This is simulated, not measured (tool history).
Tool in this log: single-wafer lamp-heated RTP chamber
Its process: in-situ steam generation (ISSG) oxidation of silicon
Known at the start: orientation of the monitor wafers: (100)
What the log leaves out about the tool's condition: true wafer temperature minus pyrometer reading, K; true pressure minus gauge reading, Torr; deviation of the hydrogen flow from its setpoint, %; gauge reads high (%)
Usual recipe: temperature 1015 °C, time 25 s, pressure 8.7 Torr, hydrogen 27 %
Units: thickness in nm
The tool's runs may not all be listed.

| run | day | temperature | time | pressure | hydrogen | wafers since the last listed run | wafers since the last pyrometer calibration | hours since the pressure gauge was zeroed | hours since the hydrogen flow controller was replaced | hours since the gauge calibration | read-back reference wafer on the same gauge, thickness | thickness |
|---|---|---|---|---|---|---|---|---|---|---|---|---|
| 1 | 0 | 1015 | 17 | 8.7 | 27 | 0 | 4731 | 2415 | 1778.7 | 510.1 | 8.203 | 5.831 |
| 2 | 0.575 | 1015 | 17 | 8.7 | 27 | 163 | 4894 | 2428.8 | 1792.5 | 523.9 | 8.202 | 5.866 |
| 3 | 1.267 | 1015 | 17 | 8.7 | 27 | 196 | 5091 | 2445.4 | 1809.1 | 540.5 | 8.204 | 5.877 |
| 4 | 2.312 | 1015 | 25 | 8.7 | 27 | 297 | 5388 | 2470.5 | 1834.2 | 565.6 | 8.203 | 7.147 |
| 5 | 3.783 | 1015 | 25 | 8.7 | 27 | 418 | 5807 | 2505.8 | 1869.5 | 600.9 | 8.199 | 7.096 |
| 6 | 4.812 | 1015 | 25 | 8.7 | 27 | 292 | 6100 | 2530.5 | 1894.2 | 625.6 | 8.197 | 7.097 |
| 7 | 5.529 | 1015 | 25 | 8.7 | 27 | 203 | 6303 | 2547.7 | 1911.4 | 642.8 | 8.202 | 7.1 |
| 8 | 6.917 | 1015 | 25 | 8.7 | 31 | 394 | 6698 | 2581 | 1944.7 | 676.1 | 8.193 | 7.424 |
|  | 7.492 | gauge calibrated |
| 9 | 8.158 | 1015 | 19 | 8.7 | 23 | 353 | 7051 | 2610.8 | 1974.5 | 16 | 8.206 | 6.022 |
| 10 | 8.779 | 1015 | 25 | 8.7 | 27 | 176 | 7228 | 2625.7 | 1989.4 | 30.9 | 8.203 | 7.178 |
| 11 | 9.317 | 1015 | 25 | 8.7 | 27 | 152 | 7381 | 2638.6 | 2002.3 | 43.8 | 8.206 | 7.182 |
| 12 | 10.642 | 1015 | 25 | 8.7 | 27 | 376 | 7758 | 2670.4 | 2034.1 | 75.6 | 8.19 | 7.149 |
| 13 | 11.45 | 1025 | 18 | 10.1 | 20 | 229 | 7988 | 2689.8 | 2053.5 | 95 | 8.195 | 5.82 |
| 14 | 12.583 | 997 | 25 | 8.7 | 32 | 322 | 8310 | 2717 | 2080.7 | 122.2 | 8.198 | 6.879 |
|  | 13.05 | pyrometer window cleaned and pyrometer calibrated |
| 15 | 13.846 | 1015 | 17 | 8.7 | 27 | 264 | 226 | 2747.3 | 2111 | 152.5 | 8.205 | 5.77 |
|  | 14.742 | pressure gauge zeroed |
| 16 | 15.192 | 1015 | 17 | 8.7 | 32 | 288 | 514 | 10.8 | 2143.3 | 184.8 | 8.197 | 6.071 |
| 17 | 16.083 | 1015 | 25 | 7.8 | 20 | 253 | 768 | 32.2 | 2164.7 | 206.2 | 8.199 | 6.574 |
| 18 | 16.792 | 1015 | 25 | 8.7 | 27 | 201 | 970 | 49.2 | 2181.7 | 223.2 | 8.2 | 6.996 |
|  | 17.6 | hydrogen flow controller replaced |
| 19 | 18.258 | 1015 | 25 | 8.7 | 27 | 322 | 1292 | 84.4 | 15.8 | 258.4 | 8.203 | 6.96 |
| 20 | 19.138 | 1015 | 25 | 8.7 | 32 | 250 | 1542 | 105.5 | 36.9 | 279.5 | 8.204 | 7.294 |
| 21 | 20.146 | 1015 | 22 | 8.7 | 27 | 286 | 1829 | 129.7 | 61.1 | 303.7 | 8.207 | 6.619 |
| 22 | 20.983 | 1031 | 19 | 8.7 | 27 | 238 | 2067 | 149.8 | 81.2 | 323.8 | 8.19 | 6.655 |
| 23 | 21.921 | 1030 | 34 | 9.8 | 21 | 266 | 2334 | 172.3 | 103.7 | 346.3 | 8.195 | 8.242 |
| 24 | 22.621 | 1015 | 17 | 8.7 | 27 | 199 | 2533 | 189.1 | 120.5 | 363.1 | 8.2 | 5.81 |

What if the next run were any one of these 5? Each begins from the tool's condition after run 24:
| A | 22.638 | 1015 | 25 | 8.7 | 24 | 4 | 2538 | 189.5 | 120.9 | 363.5 | ? | ? |
| B | 22.638 | 1025 | 32 | 8.2 | 32 | 4 | 2538 | 189.5 | 120.9 | 363.5 | ? | ? |
| C | 22.638 | 1035 | 18 | 7.6 | 22 | 4 | 2538 | 189.5 | 120.9 | 363.5 | ? | ? |
| D | 22.638 | 1005 | 25 | 8.7 | 27 | 4 | 2538 | 189.5 | 120.9 | 363.5 | ? | ? |
| E | 22.638 | 1028 | 18 | 8.7 | 27 | 4 | 2538 | 189.5 | 120.9 | 363.5 | ? | ? |

| run | read-back reference wafer on the same gauge, thickness | thickness |
|---|---|---|
| A | 8.203 | 6.823 |
| B | 8.203 | 8.764 |
| C | 8.203 | 6.29 |
| D | 8.203 | 6.692 |
| E | 8.203 | 6.356 |
Without the tool's unlogged condition, the same runs would have read:
| run | thickness |
|---|---|
| A | 6.728 |
| B | 8.629 |
| C | 6.2 |
| D | 6.605 |
| E | 6.268 |

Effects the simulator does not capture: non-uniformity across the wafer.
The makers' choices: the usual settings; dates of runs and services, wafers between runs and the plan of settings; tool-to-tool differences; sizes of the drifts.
